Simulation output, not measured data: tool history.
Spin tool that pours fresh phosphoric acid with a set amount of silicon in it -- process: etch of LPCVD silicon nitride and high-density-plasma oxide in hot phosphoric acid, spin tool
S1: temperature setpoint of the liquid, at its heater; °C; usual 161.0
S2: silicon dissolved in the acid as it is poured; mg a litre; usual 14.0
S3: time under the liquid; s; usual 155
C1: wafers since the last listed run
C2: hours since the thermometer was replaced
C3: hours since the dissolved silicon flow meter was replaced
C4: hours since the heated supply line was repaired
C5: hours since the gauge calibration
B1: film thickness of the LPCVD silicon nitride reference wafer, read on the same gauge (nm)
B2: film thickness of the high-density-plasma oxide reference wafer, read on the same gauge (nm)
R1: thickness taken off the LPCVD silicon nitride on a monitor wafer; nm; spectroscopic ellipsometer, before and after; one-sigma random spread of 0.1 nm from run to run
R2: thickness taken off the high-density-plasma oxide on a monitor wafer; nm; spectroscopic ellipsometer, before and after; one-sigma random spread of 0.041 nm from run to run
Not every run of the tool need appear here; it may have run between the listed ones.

run,hour,S1,S2,S3,C1,C2,C3,C4,C5,B1,B2,R1,R2
1,0.0,161.0,14.0,155,0,813.0,1377.0,1197.5,302.4,90.02,69.992,14.12,0.639
2,16.3,161.0,14.0,155,162,829.3,1393.3,1213.8,318.7,90.00,69.999,14.20,0.606
3,31.2,161.0,14.0,155,148,844.2,1408.2,1228.7,333.6,90.03,69.983,14.01,0.616
4,44.6,161.0,14.0,155,133,857.6,1421.6,1242.1,347.0,90.01,70.024,14.36,0.625
5,54.1,161.0,14.0,155,94,867.1,1431.1,1251.6,356.5,89.99,70.015,14.30,0.615
6,61.1,161.0,14.0,155,69,874.1,1438.1,1258.6,363.5,90.00,70.008,14.24,0.716
7,74.7,160.0,14.0,185,135,887.7,1451.7,1272.2,377.1,90.00,70.022,16.62,0.700
# hour 78.2: gauge calibrated
8,93.5,160.0,14.0,185,187,906.5,1470.5,1291.0,15.3,89.98,69.992,16.47,0.765
# hour 109.9: heated supply line repaired
# hour 110.9: thermometer replaced
9,111.4,160.0,14.0,185,158,0.5,1488.4,1.5,33.2,90.03,70.006,16.32,0.703
10,117.5,162.5,17.0,155,60,6.6,1494.5,7.6,39.3,89.95,70.036,15.03,0.633
11,133.2,161.0,23.0,155,156,22.3,1510.2,23.3,55.0,90.00,69.980,14.21,0.473
12,148.6,162.0,24.5,60,153,37.7,1525.6,38.7,70.4,90.01,70.025,5.64,0.204
13,159.5,163.0,24.5,235,108,48.6,1536.5,49.6,81.3,90.00,69.994,23.10,0.833
# hour 175.2: dissolved silicon flow meter replaced
14,176.1,161.0,14.0,155,155,65.2,0.9,66.2,97.9,90.02,69.981,14.20,0.682
15,187.7,163.5,8.0,230,115,76.8,12.5,77.8,109.5,90.02,69.973,23.03,1.385
16,205.5,159.5,25.0,85,177,94.6,30.3,95.6,127.3,90.02,70.016,7.43,0.229
17,218.7,159.0,14.0,245,131,107.8,43.5,108.8,140.5,89.99,69.985,20.98,0.895
18,225.0,162.0,19.5,185,62,114.1,49.8,115.1,146.8,90.00,70.027,17.39,0.740
19,236.4,162.0,24.5,60,113,125.5,61.2,126.5,158.2,90.01,70.023,5.72,0.184
20,250.8,161.0,14.0,105,143,139.9,75.6,140.9,172.6,89.97,70.024,9.50,0.401

Alternative continuations, all from the tool just after run 20; predict every row:
A,251.3,161.0,14.0,155,4,140.4,76.1,141.4,173.1,?,?,?,?
B,251.3,163.0,14.0,155,4,140.4,76.1,141.4,173.1,?,?,?,?
C,251.3,161.0,14.0,80,4,140.4,76.1,141.4,173.1,?,?,?,?
D,251.3,159.5,3.5,240,4,140.4,76.1,141.4,173.1,?,?,?,?
E,251.3,159.0,3.5,190,4,140.4,76.1,141.4,173.1,?,?,?,?

run,B1,B2,R1,R2
A,90.00,69.987,14.25,0.591
B,90.00,69.987,15.23,0.685
C,90.00,69.987,7.35,0.305
D,90.00,69.987,20.98,1.029
E,90.00,69.987,16.33,0.785
Stripped of hidden state, with their random variation kept, the same runs would have yielded:
run,R1,R2
A,14.25,0.591
B,15.23,0.685
C,7.35,0.305
D,20.98,1.029
E,16.33,0.785
